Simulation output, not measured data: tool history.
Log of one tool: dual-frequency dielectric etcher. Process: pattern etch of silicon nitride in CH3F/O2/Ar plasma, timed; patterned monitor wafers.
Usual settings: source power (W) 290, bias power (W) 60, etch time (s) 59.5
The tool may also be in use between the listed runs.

| run | hour | source power (W) | bias power (W) | etch time (s) | wafers since the last listed run | hours since the last wet clean | hours since the last source power generator calibration | hours since the last bias power generator calibration | hours since the last upper electrode change | hours since the gauge calibration | read-back reference wafer on the same gauge, depth_nm | mean etch depth across the wafer (Å) |
|---|---|---|---|---|---|---|---|---|---|---|---|---|
| 1 | 0 | 290 | 60 | 59.5 | 0 | 40.7 | 921.5 | 941.5 | 3627.3 | 886.7 | 29.53 | 347.6 |
| 2 | 26.9 | 290 | 60 | 59.5 | 207 | 67.6 | 948.4 | 968.4 | 3654.2 | 913.6 | 29.5 | 348.5 |
| 3 | 97.9 | 290 | 67 | 59.5 | 548 | 138.6 | 1019.4 | 1039.4 | 3725.2 | 984.6 | 29.51 | 372.6 |
| 4 | 152.3 | 340 | 60 | 54 | 420 | 193 | 1073.8 | 1093.8 | 3779.6 | 1039 | 29.49 | 348.8 |
| 5 | 200.7 | 340 | 60 | 54 | 373 | 241.4 | 1122.2 | 1142.2 | 3828 | 1087.4 | 29.5 | 347.4 |
| 6 | 231.5 | 340 | 60 | 54 | 237 | 272.2 | 1153 | 1173 | 3858.8 | 1118.2 | 29.53 | 351.7 |
| 7 | 261.5 | 320 | 60 | 59.5 | 231 | 302.2 | 1183 | 1203 | 3888.8 | 1148.2 | 29.55 | 373.8 |
| 8 | 318.7 | 290 | 60 | 63.5 | 441 | 359.4 | 1240.2 | 1260.2 | 3946 | 1205.4 | 29.47 | 382.6 |
| 9 | 382.5 | 290 | 60 | 59.5 | 492 | 423.2 | 1304 | 1324 | 4009.8 | 1269.2 | 29.48 | 358.4 |
| 10 | 429 | 320 | 68 | 59.5 | 359 | 469.7 | 1350.5 | 1370.5 | 4056.3 | 1315.7 | 29.49 | 403.2 |
|  | 478.5 | upper electrode replaced |
|  | 499.7 | wet clean of the chamber |
| 11 | 500.2 | 320 | 68 | 59.5 | 200 | 0.5 | 1421.7 | 1441.7 | 21.7 | 1386.9 | 29.5 | 393.4 |
| 12 | 507.8 | 240 | 52 | 59.5 | 58 | 8.1 | 1429.3 | 1449.3 | 29.3 | 1394.5 | 29.46 | 287.1 |
| 13 | 548.2 | 290 | 60 | 59.5 | 311 | 48.5 | 1469.7 | 1489.7 | 69.7 | 1434.9 | 29.54 | 351.2 |
| 14 | 602.2 | 350 | 48 | 59.5 | 416 | 102.5 | 1523.7 | 1543.7 | 123.7 | 1488.9 | 29.53 | 344.8 |
| 15 | 635 | 240 | 60 | 73.5 | 253 | 135.3 | 1556.5 | 1576.5 | 156.5 | 1521.7 | 29.53 | 391.4 |
|  | 677.7 | bias power generator calibrated |
| 16 | 684.4 | 340 | 69 | 54 | 350 | 184.7 | 1605.9 | 6.7 | 205.9 | 1571.1 | 29.47 | 382.3 |
|  | 723.2 | gauge calibrated |
| 17 | 752.1 | 290 | 60 | 59.5 | 522 | 252.4 | 1673.6 | 74.4 | 273.6 | 28.9 | 29.53 | 360.6 |
| 18 | 783.1 | 290 | 64 | 59.5 | 239 | 283.4 | 1704.6 | 105.4 | 304.6 | 59.9 | 29.47 | 373.7 |
| 19 | 843.8 | 350 | 48 | 45 | 468 | 344.1 | 1765.3 | 166.1 | 365.3 | 120.6 | 29.51 | 269.2 |
| 20 | 881 | 220 | 60 | 59.5 | 287 | 381.3 | 1802.5 | 203.3 | 402.5 | 157.8 | 29.54 | 307.4 |
| 21 | 916.4 | 250 | 60 | 59.5 | 273 | 416.7 | 1837.9 | 238.7 | 437.9 | 193.2 | 29.44 | 334.3 |
|  | 943 | wet clean of the chamber |
| 22 | 983.4 | 290 | 60 | 59.5 | 332 | 40.4 | 1904.9 | 305.7 | 504.9 | 260.2 | 29.49 | 348.7 |
|  | 988.3 | source power generator calibrated |
| 23 | 1032.5 | 260 | 60 | 69.5 | 348 | 89.5 | 44.2 | 354.8 | 554 | 309.3 | 29.51 | 386.7 |
| 24 | 1068.2 | 290 | 60 | 72 | 275 | 125.2 | 79.9 | 390.5 | 589.7 | 345 | 29.49 | 423.6 |
| 25 | 1138.7 | 290 | 52 | 44 | 544 | 195.7 | 150.4 | 461 | 660.2 | 415.5 | 29.51 | 238.1 |
| 26 | 1200.9 | 290 | 60 | 65.5 | 480 | 257.9 | 212.6 | 523.2 | 722.4 | 477.7 | 29.51 | 387.3 |
| 27 | 1231.5 | 230 | 70 | 67.5 | 236 | 288.5 | 243.2 | 553.8 | 753 | 508.3 | 29.5 | 380.9 |
| 28 | 1264.5 | 290 | 60 | 59.5 | 254 | 321.5 | 276.2 | 586.8 | 786 | 541.3 | 29.47 | 354.6 |
| 29 | 1293.5 | 290 | 60 | 59.5 | 223 | 350.5 | 305.2 | 615.8 | 815 | 570.3 | 29.43 | 352.3 |
| 30 | 1344.1 | 290 | 60 | 59.5 | 390 | 401.1 | 355.8 | 666.4 | 865.6 | 620.9 | 29.48 | 354.6 |

Forecast each of these 4 alternatives for the next run:
| A | 1344.5 | 290 | 60 | 59.5 | 3 | 401.5 | 356.2 | 666.8 | 866 | 621.3 | ? | ? |
| B | 1344.5 | 250 | 53 | 59.5 | 3 | 401.5 | 356.2 | 666.8 | 866 | 621.3 | ? | ? |
| C | 1344.5 | 290 | 72 | 70 | 3 | 401.5 | 356.2 | 666.8 | 866 | 621.3 | ? | ? |
| D | 1344.5 | 260 | 68 | 64 | 3 | 401.5 | 356.2 | 666.8 | 866 | 621.3 | ? | ? |

| run | read-back reference wafer on the same gauge, depth_nm | mean etch depth across the wafer (Å) |
|---|---|---|
| A | 29.5 | 355.4 |
| B | 29.5 | 305.4 |
| C | 29.5 | 459.8 |
| D | 29.5 | 384.5 |
Without the tool's hidden state the same runs would have given:
| run | mean etch depth across the wafer (Å) |
|---|---|
| A | 354.7 |
| B | 304.6 |
| C | 459.6 |
| D | 384.2 |
